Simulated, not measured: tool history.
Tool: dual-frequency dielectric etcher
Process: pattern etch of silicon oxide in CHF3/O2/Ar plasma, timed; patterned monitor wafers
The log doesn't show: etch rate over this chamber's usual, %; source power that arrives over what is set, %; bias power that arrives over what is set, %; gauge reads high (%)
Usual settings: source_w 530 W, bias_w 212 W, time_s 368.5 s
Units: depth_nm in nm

run   hour  source_w  bias_w  time_s  wafers since the last listed run  hours since the last wet clean  hours since the last source power generator calibration  hours since the last bias power generator calibration  hours since the last upper electrode change  hours since the gauge calibration  read-back reference wafer on the same gauge, depth_nm  depth_nm
  1      0       530     212   368.5                                 0                           205.1                                                   4408.9                                                   2118                                       2078.4                               94.6                                                  601.7     680.3
  2   24.1       530     212   368.5                               130                           229.2                                                     4433                                                 2142.1                                       2102.5                              118.7                                                  601.9       692
  3   44.6       530     212   368.5                               111                           249.7                                                   4453.5                                                 2162.6                                         2123                              139.2                                                  602.1     687.6
  4   72.7       530     212   368.5                               152                           277.8                                                   4481.6                                                 2190.7                                       2151.1                              167.3                                                  602.1       679
  5  107.9       530     212   368.5                               191                             313                                                   4516.8                                                 2225.9                                       2186.3                              202.5                                                  601.5     683.6
  6  141.8       530     212   368.5                               183                           346.9                                                   4550.7                                                 2259.8                                       2220.2                              236.4                                                  601.8       685
  7  176.2       530     212   368.5                               186                           381.3                                                   4585.1                                                 2294.2                                       2254.6                              270.8                                                  602.3     687.6
     180.3  -- source power generator calibrated
  8  193.8       530     212   368.5                                73                           398.9                                                     13.5                                                 2311.8                                       2272.2                              288.4                                                  602.3     682.8
  9  223.3       530     212   368.5                               160                           428.4                                                       43                                                 2341.3                                       2301.7                              317.9                                                  602.2     674.6
     237.1  -- bias power generator calibrated
     272.8  -- gauge calibrated
     276.1  -- upper electrode replaced
     293.3  -- wet clean of the chamber
 10  293.8       530     212     408                               137                             0.5                                                    113.5                                                   56.7                                         17.7                                 21                                                  602.4     729.4
 11  294.2       650     240   368.5                                 2                             0.9                                                    113.9                                                   57.1                                         18.1                               21.4                                                  602.8     738.3
 12  311.9       410     230   368.5                                96                            18.6                                                    131.6                                                   74.8                                         35.8                               39.1                                                  602.1     594.1
     385.8  -- wet clean of the chamber, repeated, since the last time left the tool worse
 13  400.8       400     260     455                               352                              15                                                    220.5                                                  163.7                                        124.7                                128                                                    602       792
 14  413.5       400     260     455                                68                            27.7                                                    233.2                                                  176.4                                        137.4                              140.7                                                  602.2     793.1
 15  430.5       530     212   368.5                                92                            44.7                                                    250.2                                                  193.4                                        154.4                              157.7                                                  601.9     692.6
 16  507.5       610     194   446.5                               417                           121.7                                                    327.2                                                  270.4                                        231.4                              234.7                                                  601.5     867.7

Forecast each of these 3 alternatives for the next run:
  A   508       530     212   368.5                                 2                           122.2                                                    327.7                                                  270.9                                        231.9                              235.2                                                      ?         ?
  B   508       530     212     427                                 2                           122.2                                                    327.7                                                  270.9                                        231.9                              235.2                                                      ?         ?
  C   508       570     255     450                                 2                           122.2                                                    327.7                                                  270.9                                        231.9                              235.2                                                      ?         ?

run  read-back reference wafer on the same gauge, depth_nm  depth_nm
  A                                                  601.6     690.5
  B                                                  601.6     800.1
  C                                                  601.6     911.6
Without the tool's hidden state the same runs would have given:
run  depth_nm
  A     692.2
  B       802
  C     913.8
